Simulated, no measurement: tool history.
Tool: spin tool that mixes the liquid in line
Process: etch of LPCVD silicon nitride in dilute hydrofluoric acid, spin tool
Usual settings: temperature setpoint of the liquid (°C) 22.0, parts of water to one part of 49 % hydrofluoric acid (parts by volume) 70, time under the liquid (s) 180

run,day,temperature setpoint of the liquid (°C),parts of water to one part of 49 % hydrofluoric acid (parts by volume),time under the liquid (s),wafers since the last listed run,hours since the thermometer was replaced,hours since the hydrofluoric acid flow meter was replaced,hours since the gauge calibration,"read-back film thickness of the LPCVD silicon nitride reference wafer, read on the same gauge (nm)",thickness taken off the LPCVD silicon nitride on a monitor wafer (angstrom)
1,0.000,22.0,70,180,0,98.1,675.9,2517.1,140.017,12.18
2,2.438,22.0,70,180,321,156.6,734.4,2575.6,140.023,12.54
3,4.600,22.0,70,180,285,208.5,786.3,2627.5,139.990,12.13
# day 6.917: hydrofluoric acid flow meter replaced
4,8.321,22.0,70,180,485,297.8,33.7,2716.8,140.005,12.20
5,12.429,22.0,70,180,542,396.4,132.3,2815.4,140.019,12.59
6,15.742,20.5,70,180,437,475.9,211.8,2894.9,139.998,10.76
7,18.883,20.5,70,180,414,551.3,287.2,2970.3,140.029,11.36
8,22.288,20.5,70,180,449,633.0,368.9,3052.0,140.015,11.08
# day 24.808: thermometer replaced
9,26.421,22.0,70,180,539,38.7,468.1,3151.2,140.000,12.53
10,29.554,22.0,70,180,413,113.9,543.3,3226.4,140.011,12.17
11,31.346,22.0,70,180,236,156.9,586.3,3269.4,139.993,12.02
12,34.654,22.0,70,180,436,236.3,665.7,3348.8,140.004,12.82
13,37.317,22.0,60,125,351,300.2,729.6,3412.7,140.011,10.51
# day 40.492: hydrofluoric acid flow meter replaced
14,40.858,22.0,105,145,461,385.2,8.8,3497.7,139.986,6.82
15,43.821,22.0,70,100,390,456.3,79.9,3568.8,140.005,7.15
16,46.921,19.0,85,85,409,530.7,154.3,3643.2,140.011,3.92
17,49.604,23.5,70,180,354,595.1,218.7,3707.6,139.974,13.75
# day 50.592: thermometer replaced
18,51.250,26.0,45,225,211,15.8,258.2,3747.1,140.011,31.67
19,54.400,26.0,45,225,415,91.4,333.8,3822.7,139.986,31.67
# day 54.658: gauge calibrated
20,66.238,26.5,95,180,1561,375.5,617.9,277.9,140.016,12.33
21,69.017,22.0,70,110,366,442.2,684.6,344.6,139.974,7.35
22,71.442,25.5,60,140,319,500.4,742.8,402.8,139.990,14.16
# day 74.179: hydrofluoric acid flow meter replaced
# day 81.292: thermometer replaced
23,83.383,22.0,70,135,1564,50.2,220.9,689.4,139.983,9.17
24,86.375,20.0,70,250,394,122.0,292.7,761.2,140.009,15.26
25,88.588,22.0,70,180,291,175.1,345.8,814.3,140.015,12.86
26,90.283,22.0,70,275,223,215.8,386.5,855.0,140.002,19.07
27,92.500,24.0,70,210,292,269.0,439.7,908.2,140.017,17.03
28,95.304,22.0,100,180,370,336.3,507.0,975.5,139.988,8.89
29,99.692,19.0,70,180,578,441.6,612.3,1080.8,140.001,10.24
30,103.654,22.0,70,180,522,536.7,707.4,1175.9,139.999,12.26
# day 104.421: hydrofluoric acid flow meter replaced
31,106.071,25.5,90,180,313,594.7,39.6,1233.9,139.990,12.30
32,107.988,22.0,70,180,252,640.7,85.6,1279.9,140.003,12.41
# day 108.788: thermometer replaced
33,111.558,25.5,70,240,465,66.5,171.3,1365.6,140.015,20.77

The tool's hidden state at each run:
liquid colder than its thermometer reads (K): 0 in every run
hydrofluoric acid flow below the setpoint (%): 0 in every run
gauge reads high (%): 0 in every run

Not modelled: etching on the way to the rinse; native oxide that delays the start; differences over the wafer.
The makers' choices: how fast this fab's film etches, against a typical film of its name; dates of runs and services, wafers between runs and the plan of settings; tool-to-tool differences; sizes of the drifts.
